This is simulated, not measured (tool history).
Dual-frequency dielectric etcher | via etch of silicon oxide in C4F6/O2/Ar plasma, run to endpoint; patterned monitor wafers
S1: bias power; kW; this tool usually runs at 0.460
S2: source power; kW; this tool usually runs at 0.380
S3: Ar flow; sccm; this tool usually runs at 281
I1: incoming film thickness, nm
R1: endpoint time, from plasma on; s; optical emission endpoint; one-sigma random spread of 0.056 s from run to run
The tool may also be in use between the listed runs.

run 1 day=0.000 | S1=0.460 S2=0.380 S3=281 | I1=81.9 | R1=18.4
run 2 day=3.154 | S1=0.460 S2=0.380 S3=281 | I1=82.1 | R1=18.5
run 3 day=7.638 | S1=0.460 S2=0.300 S3=281 | I1=82.4 | R1=19.8
run 4 day=10.075 | S1=0.460 S2=0.300 S3=281 | I1=81.2 | R1=19.4
run 5 day=11.692 | S1=0.460 S2=0.380 S3=281 | I1=82.3 | R1=18.3
run 6 day=14.267 | S1=0.460 S2=0.380 S3=281 | I1=82.3 | R1=18.3
run 7 day=16.204 | S1=0.460 S2=0.380 S3=281 | I1=81.7 | R1=18.1
run 8 day=20.683 | S1=0.460 S2=0.380 S3=281 | I1=81.8 | R1=18.1
run 9 day=22.862 | S1=0.460 S2=0.380 S3=281 | I1=80.9 | R1=17.9
run 10 day=25.267 | S1=0.460 S2=0.380 S3=281 | I1=82.3 | R1=18.2
-- day=25.567 Ar flow controller replaced
-- day=27.475 wet clean of the chamber
run 11 day=28.388 | S1=0.460 S2=0.380 S3=281 | I1=82.1 | R1=18.3
-- day=30.308 source power generator calibrated
run 12 day=32.654 | S1=0.460 S2=0.380 S3=281 | I1=82.1 | R1=18.3
run 13 day=36.792 | S1=0.460 S2=0.380 S3=322 | I1=82.1 | R1=18.4
-- day=38.567 upper electrode replaced
run 14 day=38.629 | S1=0.491 S2=0.300 S3=331 | I1=82.5 | R1=19.3
run 15 day=42.725 | S1=0.542 S2=0.300 S3=305 | I1=82.5 | R1=18.2
run 16 day=44.650 | S1=0.357 S2=0.330 S3=246 | I1=80.8 | R1=21.0
run 17 day=47.983 | S1=0.357 S2=0.320 S3=254 | I1=82.3 | R1=21.7
run 18 day=52.371 | S1=0.460 S2=0.380 S3=281 | I1=81.9 | R1=18.1
-- day=55.400 wet clean of the chamber
run 19 day=55.421 | S1=0.460 S2=0.380 S3=281 | I1=81.6 | R1=18.2
-- day=58.696 bias power generator calibrated
run 20 day=59.354 | S1=0.553 S2=0.420 S3=348 | I1=81.7 | R1=16.7
run 21 day=63.521 | S1=0.560 S2=0.350 S3=321 | I1=82.6 | R1=17.6
run 22 day=65.517 | S1=0.460 S2=0.280 S3=281 | I1=81.8 | R1=20.4
run 23 day=69.617 | S1=0.460 S2=0.300 S3=281 | I1=81.8 | R1=19.8
run 24 day=73.279 | S1=0.553 S2=0.420 S3=348 | I1=81.8 | R1=16.6
run 25 day=75.842 | S1=0.405 S2=0.330 S3=260 | I1=81.5 | R1=20.3
run 26 day=77.529 | S1=0.363 S2=0.380 S3=322 | I1=81.6 | R1=21.0
run 27 day=81.079 | S1=0.500 S2=0.350 S3=252 | I1=81.6 | R1=17.8

Branching from run 27: 3 alternative next runs. What would each branch give?
run A day=81.096 | S1=0.460 S2=0.380 S3=281 | I1=82.2 | R1=?
run B day=81.096 | S1=0.565 S2=0.380 S3=249 | I1=82.2 | R1=?
run C day=81.096 | S1=0.460 S2=0.350 S3=281 | I1=82.2 | R1=?

run=A R1=18.5
run=B R1=16.5
run=C R1=19.0
Take away the tool's hidden state, keep each run's random variation, and the runs would have read:
run=A R1=18.9
run=B R1=16.9
run=C R1=19.4

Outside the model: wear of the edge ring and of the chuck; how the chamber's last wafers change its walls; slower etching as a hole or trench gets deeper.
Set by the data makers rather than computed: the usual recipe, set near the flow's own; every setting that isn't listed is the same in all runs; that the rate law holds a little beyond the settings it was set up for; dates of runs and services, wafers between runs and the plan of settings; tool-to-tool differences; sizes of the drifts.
